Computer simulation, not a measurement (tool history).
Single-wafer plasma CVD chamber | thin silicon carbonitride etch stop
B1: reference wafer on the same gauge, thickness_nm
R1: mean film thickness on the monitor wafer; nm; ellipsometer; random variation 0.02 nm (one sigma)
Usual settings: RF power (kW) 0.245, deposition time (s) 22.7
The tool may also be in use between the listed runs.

Run 1, day 0.000: usual settings; B1 14.001. Result: R1 12.443 nm.
Run 2, day 0.358: usual settings; B1 14.001. Result: R1 12.424 nm.
Run 3, day 0.792: usual settings; B1 13.997. Result: R1 12.421 nm.
Run 4, day 1.388: usual settings; B1 13.999. Result: R1 12.410 nm.
Run 5, day 1.829: usual settings; B1 14.001. Result: R1 12.406 nm.
Run 6, day 3.438: usual settings; B1 14.002. Result: R1 12.428 nm.
Run 7, day 4.050: usual settings; B1 13.996. Result: R1 12.362 nm.
Run 8, day 4.767: usual settings; B1 14.000. Result: R1 12.407 nm.
At day 5.342: RF generator calibrated.
Run 9, day 5.458: usual settings but RF power (kW) 0.220; B1 13.999. Result: R1 12.360 nm.
Run 10, day 5.800: usual settings but RF power (kW) 0.285, deposition time (s) 20.0; B1 14.005. Result: R1 11.598 nm.
At day 6.971: showerhead replaced.
Run 11, day 7.779: usual settings but RF power (kW) 0.225, deposition time (s) 20.0; B1 14.001. Result: R1 10.925 nm.
At day 7.804: gauge calibrated.
At day 9.396: thermocouple changed; heater temperature recalibrated.
Run 12, day 9.679: usual settings but RF power (kW) 0.210, deposition time (s) 26.0; B1 14.003. Result: R1 13.959 nm.
Run 13, day 10.004: usual settings; B1 13.999. Result: R1 12.621 nm.
Run 14, day 10.567: usual settings but RF power (kW) 0.210, deposition time (s) 26.6; B1 14.000. Result: R1 14.227 nm.

Forecast run 15:
Run 15, day 11.108: usual settings but RF power (kW) 0.270, deposition time (s) 19.1; B1 ?. Result: R1 ?.

Run 15 gave B1 14.002, R1 10.879 nm.
Without the tool's hidden state the same run would have given R1 10.944 nm.
